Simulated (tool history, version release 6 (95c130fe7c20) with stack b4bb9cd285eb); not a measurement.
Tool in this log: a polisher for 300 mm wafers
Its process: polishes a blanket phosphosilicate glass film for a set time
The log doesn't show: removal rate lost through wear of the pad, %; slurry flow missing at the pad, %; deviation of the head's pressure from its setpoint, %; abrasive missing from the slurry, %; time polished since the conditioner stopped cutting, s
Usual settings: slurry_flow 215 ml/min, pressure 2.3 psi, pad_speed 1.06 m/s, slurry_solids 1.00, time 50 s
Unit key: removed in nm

run,hour,slurry_flow,pressure,pad_speed,slurry_solids,time,wafers since the last listed run,wafers polished on this pad,hours since the slurry nozzle was cleaned,hours since the head pressure was calibrated,hours since the slurry blender was calibrated,hours since the conditioning disc was replaced,"incoming thickness of the incoming film, nm",removed
1,0.0,215,2.3,1.06,1.00,50,0,257,59.2,827.2,46.2,0.5,3515.1,310.5
2,24.9,215,2.3,1.06,1.00,50,284,542,84.1,852.1,71.1,25.4,3558.9,298.5
# hour 97.9: slurry blender recalibrated
3,111.8,215,2.0,1.06,1.00,50,969,1511,171.0,939.0,13.9,112.3,3558.2,268.4
# hour 118.0: worn pad replaced by a new one
4,123.9,215,2.0,1.06,1.00,50,92,66,183.1,951.1,26.0,124.4,3584.1,277.6
5,145.9,215,2.3,1.06,1.00,37,251,318,205.1,973.1,48.0,146.4,3536.6,227.8
6,172.4,215,2.3,1.06,1.00,37,302,620,231.6,999.6,74.5,172.9,3635.6,223.5
7,189.3,215,2.3,1.06,1.00,50,192,813,248.5,1016.5,91.4,189.8,3569.1,299.8
8,211.4,215,2.3,1.06,1.00,50,252,1065,270.6,1038.6,113.5,211.9,3562.5,297.8
9,225.5,145,2.3,1.06,0.80,40,160,1226,284.7,1052.7,127.6,226.0,3626.8,196.1
# hour 260.1: worn pad replaced by a new one
10,260.6,215,2.3,1.06,1.00,50,355,5,319.8,1087.8,162.7,261.1,3520.4,279.4
11,274.2,170,2.3,1.06,1.00,50,155,160,333.4,1101.4,176.3,274.7,3551.3,268.6
# hour 278.5: slurry blender recalibrated
12,310.0,215,2.3,1.06,1.00,50,385,546,369.2,1137.2,31.5,310.5,3519.0,308.7
# hour 330.2: conditioning disc replaced and pad reconditioned
13,330.8,215,2.3,1.06,1.00,37,214,761,390.0,1158.0,52.3,0.6,3541.1,227.6
14,352.8,215,2.3,1.06,1.00,38,251,1012,412.0,1180.0,74.3,22.6,3564.9,226.5
15,383.9,170,1.5,1.34,1.00,66,355,1367,443.1,1211.1,105.4,53.7,3604.8,294.4
# hour 414.9: worn pad replaced by a new one
16,419.0,215,1.8,1.06,1.10,50,355,46,478.2,1246.2,140.5,88.8,3510.9,233.7
# hour 429.6: slurry blender recalibrated
17,433.9,215,2.6,1.06,1.00,50,147,193,493.1,1261.1,4.3,103.7,3589.3,353.0
# hour 451.6: slurry nozzle cleaned
# hour 457.1: head pressure recalibrated
18,466.4,215,2.3,1.06,1.00,50,336,530,14.8,9.3,36.8,136.2,3556.1,276.1
19,497.7,215,2.3,1.06,1.00,50,357,888,46.1,40.6,68.1,167.5,3580.5,276.8
20,515.1,140,2.3,1.18,1.00,62,198,1086,63.5,58.0,85.5,184.9,3509.3,335.4
21,532.0,215,2.3,1.06,0.75,50,192,1279,80.4,74.9,102.4,201.8,3513.2,229.0
22,562.2,215,1.5,1.06,0.85,59,344,1624,110.6,105.1,132.6,232.0,3499.3,184.9
# hour 585.6: conditioning disc replaced and pad reconditioned
# hour 588.3: worn pad replaced by a new one
# hour 608.4: slurry blender recalibrated
23,615.0,215,2.3,1.06,1.00,50,526,282,163.4,157.9,6.6,29.4,3627.9,287.0
24,640.7,215,2.3,1.06,1.00,50,293,575,189.1,183.6,32.3,55.1,3607.0,288.4
25,676.5,215,2.3,1.06,1.00,39,408,984,224.9,219.4,68.1,90.9,3576.3,227.0

Below are 4 alternative next runs, each starting from the tool's condition after run 25. Predict each:
A,676.9,215,2.3,1.06,1.00,50,4,989,225.3,219.8,68.5,91.3,3524.2,?
B,676.9,255,2.3,0.90,1.00,50,4,989,225.3,219.8,68.5,91.3,3524.2,?
C,676.9,190,1.9,1.06,0.90,44,4,989,225.3,219.8,68.5,91.3,3524.2,?
D,676.9,215,2.3,1.28,0.75,50,4,989,225.3,219.8,68.5,91.3,3524.2,?

run,removed
A,282.7
B,253.2
C,191.4
D,282.2
With no hidden state in the tool, these same runs would have given:
run,removed
A,283.9
B,254.4
C,192.7
D,285.3
